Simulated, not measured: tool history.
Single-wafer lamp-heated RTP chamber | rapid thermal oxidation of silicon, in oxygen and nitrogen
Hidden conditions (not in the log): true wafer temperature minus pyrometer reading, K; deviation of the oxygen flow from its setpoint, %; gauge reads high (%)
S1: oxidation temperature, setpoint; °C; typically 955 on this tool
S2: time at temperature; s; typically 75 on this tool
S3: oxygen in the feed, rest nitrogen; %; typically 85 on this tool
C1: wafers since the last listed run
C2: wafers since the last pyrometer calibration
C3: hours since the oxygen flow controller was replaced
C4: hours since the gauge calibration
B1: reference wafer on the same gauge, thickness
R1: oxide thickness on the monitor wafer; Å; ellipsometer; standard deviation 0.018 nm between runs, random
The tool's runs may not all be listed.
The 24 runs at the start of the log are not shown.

run,hour,S1,S2,S3,C1,C2,C3,C4,B1,R1
25,1600.3,955,75,57,389,5432,596.8,811.3,3.875,38.59
# hour 1661.4: pyrometer window cleaned and pyrometer calibrated
26,1737.3,955,75,85,1108,652,733.8,948.3,3.870,43.32
27,1823.9,955,49,85,744,1396,820.4,1034.9,3.868,36.41
28,1869.4,955,48,98,390,1787,865.9,1080.4,3.867,37.69
29,1903.5,955,65,98,293,2080,900.0,1114.5,3.874,42.53
30,1967.9,968,64,98,553,2634,964.4,1178.9,3.871,46.86
31,2022.8,935,40,85,471,3105,1019.3,1233.8,3.868,30.22
32,2052.6,983,39,85,256,3361,1049.1,1263.6,3.871,40.34
33,2123.8,968,52,85,611,3973,1120.3,1334.8,3.870,40.95
34,2187.8,970,103,98,549,4523,1184.3,1398.8,3.867,57.90
35,2229.0,983,39,85,354,4877,1225.5,1440.0,3.868,40.02
# hour 2237.7: gauge calibrated
36,2278.5,955,49,98,425,5302,1275.0,40.8,3.874,38.16

Below are 4 alternative next runs, each starting from the tool's condition after run 36. Predict each:
A,2278.9,955,75,85,3,5306,1275.4,41.2,?,?
B,2278.9,939,75,75,3,5306,1275.4,41.2,?,?
C,2278.9,943,75,68,3,5306,1275.4,41.2,?,?
D,2278.9,955,75,64,3,5306,1275.4,41.2,?,?

run,B1,R1
A,3.871,43.53
B,3.871,37.46
C,3.871,37.41
D,3.871,39.85
Take away the tool's hidden state, keep each run's random variation, and the runs would have read:
run,R1
A,43.53
B,37.46
C,37.41
D,39.85
